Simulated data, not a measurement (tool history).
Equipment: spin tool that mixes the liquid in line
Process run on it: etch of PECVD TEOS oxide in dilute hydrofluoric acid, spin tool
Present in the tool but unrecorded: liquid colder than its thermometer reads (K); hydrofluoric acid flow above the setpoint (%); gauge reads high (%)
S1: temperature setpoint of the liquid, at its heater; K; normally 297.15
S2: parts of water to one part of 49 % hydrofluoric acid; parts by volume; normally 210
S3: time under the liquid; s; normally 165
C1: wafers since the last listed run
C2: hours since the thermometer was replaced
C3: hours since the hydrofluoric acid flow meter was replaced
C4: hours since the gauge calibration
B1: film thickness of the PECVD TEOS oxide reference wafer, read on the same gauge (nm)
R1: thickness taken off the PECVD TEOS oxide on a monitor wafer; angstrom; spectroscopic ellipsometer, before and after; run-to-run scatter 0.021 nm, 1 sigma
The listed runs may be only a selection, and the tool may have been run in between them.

run,hour,S1,S2,S3,C1,C2,C3,C4,B1,R1
1,0.0,297.15,210,95,0,1295.8,509.8,345.4,139.99,31.4
# hour 4.0: hydrofluoric acid flow meter replaced
2,45.0,297.15,295,230,338,1340.8,41.0,390.4,140.01,48.3
# hour 68.3: thermometer replaced
3,113.4,297.15,295,230,518,45.1,109.4,458.8,140.02,50.4
4,184.5,297.15,210,165,547,116.2,180.5,529.9,140.01,55.6
5,239.7,297.15,210,165,424,171.4,235.7,585.1,140.01,55.5
6,302.2,297.15,210,165,481,233.9,298.2,647.6,139.99,55.7
7,416.6,297.15,210,165,880,348.3,412.6,762.0,140.01,56.1
8,476.9,297.15,210,120,464,408.6,472.9,822.3,140.00,40.9
# hour 499.6: hydrofluoric acid flow meter replaced
9,517.2,297.15,210,120,302,448.9,17.6,862.6,140.00,39.8
10,556.3,297.15,210,165,300,488.0,56.7,901.7,140.01,54.2
11,621.0,297.15,210,165,498,552.7,121.4,966.4,140.01,54.7
12,692.6,297.15,210,165,551,624.3,193.0,1038.0,139.99,55.2
13,742.9,297.15,240,165,387,674.6,243.3,1088.3,140.01,46.4
14,793.2,297.15,270,205,387,724.9,293.6,1138.6,140.00,50.4
15,846.6,292.65,130,135,411,778.3,347.0,1192.0,139.98,66.3
16,890.2,293.15,250,205,335,821.9,390.6,1235.6,139.99,48.2
17,929.9,293.65,255,165,305,861.6,430.3,1275.3,139.98,38.2
18,987.5,297.15,210,165,443,919.2,487.9,1332.9,140.03,55.5
19,1011.7,297.15,210,165,186,943.4,512.1,1357.1,139.98,55.5
20,1059.6,301.15,210,75,368,991.3,560.0,1405.0,140.01,29.5
# hour 1074.3: hydrofluoric acid flow meter replaced
21,1114.4,297.15,255,230,414,1046.1,40.1,1459.8,140.00,58.3
22,1152.9,302.15,290,215,296,1084.6,78.6,1498.3,140.00,54.9
# hour 1168.2: gauge calibrated
# hour 1250.2: thermometer replaced
23,1327.6,297.15,210,165,1337,77.4,253.3,159.4,140.01,55.2
24,1367.6,294.65,290,225,307,117.4,293.3,199.4,140.01,46.5
25,1411.9,293.15,135,165,341,161.7,337.6,243.7,139.98,80.3
26,1448.8,297.15,210,165,284,198.6,374.5,280.6,140.00,56.1
27,1490.8,297.15,210,165,323,240.6,416.5,322.6,139.99,55.7
# hour 1604.0: hydrofluoric acid flow meter replaced
28,1704.3,297.15,210,110,1635,454.1,100.3,536.1,140.01,36.5
29,1766.4,297.15,210,165,478,516.2,162.4,598.2,139.97,54.9
30,1826.1,297.15,210,215,459,575.9,222.1,657.9,140.02,71.8
31,1863.0,297.15,210,165,284,612.8,259.0,694.8,140.02,54.9
32,1900.9,297.15,210,165,291,650.7,296.9,732.7,139.98,54.8

What if the next run were any one of these 5? Each begins from the tool's condition after run 32:
A,1901.4,297.15,210,165,3,651.2,297.4,733.2,?,?
B,1901.4,298.65,250,240,3,651.2,297.4,733.2,?,?
C,1901.4,293.15,210,255,3,651.2,297.4,733.2,?,?
D,1901.4,292.65,210,190,3,651.2,297.4,733.2,?,?
E,1901.4,302.15,295,75,3,651.2,297.4,733.2,?,?

run,B1,R1
A,139.99,54.8
B,139.99,67.9
C,139.99,72.8
D,139.99,53.2
E,139.99,19.3
The same runs, with their run-to-run variation unchanged, on a tool lacking any hidden condition would have given:
run,R1
A,54.7
B,67.6
C,72.7
D,53.1
E,19.2
